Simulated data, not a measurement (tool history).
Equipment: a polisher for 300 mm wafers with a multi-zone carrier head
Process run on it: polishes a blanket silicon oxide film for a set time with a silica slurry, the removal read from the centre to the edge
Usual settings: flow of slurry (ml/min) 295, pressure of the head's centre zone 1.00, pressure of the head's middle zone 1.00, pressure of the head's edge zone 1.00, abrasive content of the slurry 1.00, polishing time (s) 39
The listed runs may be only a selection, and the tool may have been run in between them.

run     day  flow of slurry (ml/min)  pressure of the head's centre zone  pressure of the head's middle zone  pressure of the head's edge zone  abrasive content of the slurry  polishing time (s)  wafers since the last listed run  wafers polished on this pad  hours since the slurry nozzle was cleaned  hours since the centre zone pressure was calibrated  hours since the edge zone pressure was calibrated  hours since the carrier head's membrane was replaced  incoming thickness of the incoming film, nm  film removed at the wafer's centre (angstrom)  film removed at mid-radius (angstrom)  film removed at the wafer's edge (angstrom)
  1   0.000                      295                                1.00                                1.03                              1.00                            1.00                  39                                 0                         2265                                      161.2                                                276.5                                              775.6                                                 779.5                                       1483.9                                           1671                                   1630                                         1552
      1.050  -- worn pad replaced by a new one
  2   1.567                      295                                1.00                                1.00                              1.00                            1.00                  39                               388                          143                                      198.8                                                314.1                                              813.2                                                 817.1                                       1479.7                                           1676                                   1590                                         1577
  3   4.008                      295                                1.00                                1.00                              1.00                            1.00                  39                               678                          821                                      257.4                                                372.7                                              871.8                                                 875.7                                       1497.0                                           1682                                   1578                                         1580
      5.162  -- slurry nozzle cleaned
  4   8.371                      295                                1.00                                1.00                              1.00                            1.00                  39                              1199                         2021                                       77.0                                                477.4                                              976.5                                                 980.4                                       1489.5                                           1685                                   1593                                         1587
     12.542  -- worn pad replaced by a new one
  5  12.562                      295                                1.00                                1.00                              1.00                            1.00                  39                              1117                            6                                      177.6                                                578.0                                             1077.1                                                1081.0                                       1519.8                                           1744                                   1618                                         1564
  6  15.554                      295                                1.00                                1.00                              1.00                            1.00                  39                               830                          837                                      249.4                                                649.8                                             1148.9                                                1152.8                                       1513.2                                           1739                                   1592                                         1569
     19.175  -- carrier head's membrane replaced by a new one
     19.183  -- slurry nozzle cleaned
  7  21.212                      295                                1.00                                1.00                              1.00                            1.00                  39                              1511                         2348                                       48.7                                                785.6                                             1284.7                                                  48.9                                       1506.0                                           1732                                   1577                                         1603
     21.721  -- worn pad replaced by a new one
  8  24.217                      200                                1.00                                0.90                              1.00                            1.25                  39                               788                          692                                      120.8                                                857.7                                             1356.8                                                 121.0                                       1497.5                                           1783                                   1486                                         1588
  9  25.821                      295                                1.00                                1.00                              0.92                            1.00                  39                               445                         1138                                      159.3                                                896.2                                             1395.3                                                 159.5                                       1475.9                                           1771                                   1586                                         1495
 10  28.879                      295                                1.00                                1.00                              1.00                            1.00                  39                               849                         1987                                      232.7                                                969.6                                             1468.7                                                 232.9                                       1478.8                                           1713                                   1592                                         1588
     30.583  -- worn pad replaced by a new one
 11  30.604                      295                                1.00                                1.00                              1.06                            1.00                  30                               432                            5                                      274.1                                               1011.0                                             1510.1                                                 274.3                                       1506.4                                           1354                                   1247                                         1230
     30.912  -- edge zone pressure recalibrated
     33.438  -- centre zone pressure recalibrated
 12  33.888                      295                                1.00                                1.00                              1.00                            1.15                  45                               865                          871                                      352.9                                                 10.8                                               71.4                                                 353.1                                       1507.9                                           1997                                   1957                                         1936
     34.350  -- slurry nozzle cleaned
     39.438  -- worn pad replaced by a new one
 13  47.162                      335                                1.00                                1.00                              1.00                            1.00                  34                              3628                         2145                                      307.5                                                329.4                                              390.0                                                 671.7                                       1472.2                                           1522                                   1431                                         1385
     48.583  -- slurry nozzle cleaned
     50.850  -- worn pad replaced by a new one
 14  50.871                      295                                1.00                                1.00                              1.00                            1.00                  39                               972                            5                                       54.9                                                418.4                                              479.0                                                 760.7                                       1480.7                                           1716                                   1593                                         1576

What if the next run were any one of these 5? Each begins from the tool's condition after run 14:
  A  50.888                      295                                0.97                                1.00                              1.00                            1.00                  39                                 4                           10                                       55.3                                                418.8                                              479.4                                                 761.1                                       1492.2                                              ?                                      ?                                            ?
  B  50.888                      230                                1.00                                1.00                              1.00                            1.00                  27                                 4                           10                                       55.3                                                418.8                                              479.4                                                 761.1                                       1492.2                                              ?                                      ?                                            ?
  C  50.888                      340                                0.93                                1.00                              1.00                            1.00                  39                                 4                           10                                       55.3                                                418.8                                              479.4                                                 761.1                                       1492.2                                              ?                                      ?                                            ?
  D  50.888                      295                                1.00                                1.00                              1.00                            1.00                  49                                 4                           10                                       55.3                                                418.8                                              479.4                                                 761.1                                       1492.2                                              ?                                      ?                                            ?
  E  50.888                      295                                0.93                                1.00                              1.00                            1.00                  39                                 4                           10                                       55.3                                                418.8                                              479.4                                                 761.1                                       1492.2                                              ?                                      ?                                            ?

run  film removed at the wafer's centre (angstrom)  film removed at mid-radius (angstrom)  film removed at the wafer's edge (angstrom)
  A                                           1655                                   1625                                         1619
  B                                           1141                                   1091                                         1095
  C                                           1611                                   1648                                         1636
  D                                           2144                                   2041                                         2034
  E                                           1586                                   1625                                         1619
Had the tool no hidden state, the same runs would have come out as:
run  film removed at the wafer's centre (angstrom)  film removed at mid-radius (angstrom)  film removed at the wafer's edge (angstrom)
  A                                           1610                                   1625                                         1619
  B                                           1111                                   1091                                         1095
  C                                           1568                                   1648                                         1636
  D                                           2086                                   2041                                         2034
  E                                           1544                                   1625                                         1619
